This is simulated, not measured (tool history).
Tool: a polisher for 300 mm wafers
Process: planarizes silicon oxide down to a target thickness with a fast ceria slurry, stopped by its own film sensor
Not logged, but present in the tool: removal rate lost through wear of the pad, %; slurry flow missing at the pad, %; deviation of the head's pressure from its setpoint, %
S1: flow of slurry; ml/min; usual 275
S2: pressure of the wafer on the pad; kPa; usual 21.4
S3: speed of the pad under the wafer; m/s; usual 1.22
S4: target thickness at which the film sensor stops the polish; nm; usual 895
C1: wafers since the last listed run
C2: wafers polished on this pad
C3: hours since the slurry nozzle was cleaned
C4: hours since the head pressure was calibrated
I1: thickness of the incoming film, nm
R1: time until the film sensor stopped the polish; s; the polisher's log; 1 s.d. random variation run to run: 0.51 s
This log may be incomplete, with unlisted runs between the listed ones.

run,hour,S1,S2,S3,S4,C1,C2,C3,C4,I1,R1
1,0.0,275,21.4,1.42,895,0,2203,152.5,770.0,2329.4,56.1
2,30.9,275,21.4,1.22,527,205,2408,183.4,800.9,2316.7,81.5
3,96.2,275,21.4,1.22,527,433,2842,248.7,866.2,2333.5,83.2
# hour 116.9: worn pad replaced by a new one
4,130.5,275,21.4,1.22,527,201,90,283.0,900.5,2311.8,82.5
5,178.7,235,21.4,1.22,895,319,410,331.2,948.7,2312.9,66.8
6,238.3,235,21.4,1.22,895,395,805,390.8,1008.3,2306.8,66.2
7,268.4,235,21.4,1.22,895,199,1005,420.9,1038.4,2281.3,63.7
8,320.4,320,21.4,1.22,895,345,1350,472.9,1090.4,2319.0,64.8
9,348.0,275,21.4,1.22,895,183,1533,500.5,1118.0,2361.0,66.9
10,400.2,275,21.4,1.22,895,346,1880,552.7,1170.2,2277.2,62.8
# hour 458.5: head pressure recalibrated
11,469.6,275,21.4,1.22,895,447,2327,622.1,11.1,2298.4,59.4
12,494.1,275,21.4,1.22,895,162,2490,646.6,35.6,2306.8,60.0
13,541.5,275,21.4,1.22,895,314,2804,694.0,83.0,2319.5,60.4
# hour 550.5: slurry nozzle cleaned
14,581.9,275,21.4,1.22,895,261,3066,31.4,123.4,2294.0,60.2
# hour 591.4: worn pad replaced by a new one
15,612.0,275,21.4,1.22,895,173,136,61.5,153.5,2314.7,61.3
16,673.3,275,27.6,1.22,1181,406,543,122.8,214.8,2281.2,37.5
17,705.4,230,21.4,1.22,895,213,756,154.9,246.9,2310.4,63.7
18,766.2,275,21.4,1.22,1333,403,1160,215.7,307.7,2331.9,44.8
19,893.0,355,29.0,1.22,895,841,2001,342.5,434.5,2278.7,45.0
20,935.2,190,14.5,1.22,1226,280,2281,384.7,476.7,2341.6,76.3
21,986.1,205,21.4,1.22,895,337,2619,435.6,527.6,2342.0,67.8
22,1034.2,235,15.9,1.22,895,319,2938,483.7,575.7,2305.7,88.0
23,1072.8,275,15.9,0.82,1072,256,3194,522.3,614.3,2335.6,113.2
24,1142.4,275,21.4,1.22,895,461,3656,591.9,683.9,2352.7,66.4
# hour 1155.2: worn pad replaced by a new one
25,1174.7,275,21.4,1.22,1082,187,129,624.2,716.2,2289.2,54.9
26,1236.7,195,24.1,0.84,895,411,540,686.2,778.2,2270.5,83.9
27,1268.4,275,21.4,1.22,895,210,751,717.9,809.9,2293.8,64.6
# hour 1280.1: slurry nozzle cleaned
# hour 1431.2: head pressure recalibrated
28,1436.9,195,26.2,1.22,419,1098,1849,156.8,5.7,2340.8,68.0
29,1613.4,190,28.3,1.22,1023,1171,3020,333.3,182.2,2343.0,45.8
30,1659.7,275,17.2,1.22,1289,307,3328,379.6,228.5,2323.9,56.6
# hour 1700.1: worn pad replaced by a new one
31,1711.9,275,21.4,1.22,705,319,78,431.8,280.7,2336.0,73.3
32,1746.6,365,15.2,1.22,895,230,308,466.5,315.4,2299.0,87.3
33,1800.4,275,21.4,1.38,895,357,665,520.3,369.2,2279.5,55.2
34,1834.7,200,24.1,0.88,895,227,893,554.6,403.5,2310.3,80.6
35,1872.7,275,21.4,1.22,895,252,1145,592.6,441.5,2292.6,63.1
36,1902.6,275,27.6,1.22,1181,198,1343,622.5,471.4,2323.1,39.5
# hour 2000.2: slurry nozzle cleaned
37,2018.2,360,17.2,1.22,1387,760,2104,18.0,587.0,2352.6,53.2

Selected run-to-run steps in R1, each split into two signed amounts: the part the tool would show with no hidden state at all (from settings, incoming material and random variation), and the remainder, which goes to the hidden state together with any gauge scatter not common to the measured and the hidden-state-free results:
Run 10 -> 11: head pressure recalibrated. R1 -3.4 s: hidden state -5.2, all else +1.8.
Run 19 -> 20: S1 355 -> 190, S2 29.0 -> 14.5, S4 895 -> 1226. R1 +31.3 s: hidden state +1.9, all else +29.4.
Run 23 -> 24: S2 15.9 -> 21.4, S3 0.82 -> 1.22, S4 1072 -> 895. R1 -46.8 s: hidden state -2.9, all else -43.9.
Run 27 -> 28: S1 275 -> 195, S2 21.4 -> 26.2, S4 895 -> 419, slurry nozzle cleaned, head pressure recalibrated. R1 +3.4 s: hidden state -5.3, all else +8.7.
Run 32 -> 33: S1 365 -> 275, S2 15.2 -> 21.4, S3 1.22 -> 1.38. R1 -32.1 s: hidden state -1.1, all else -31.0.
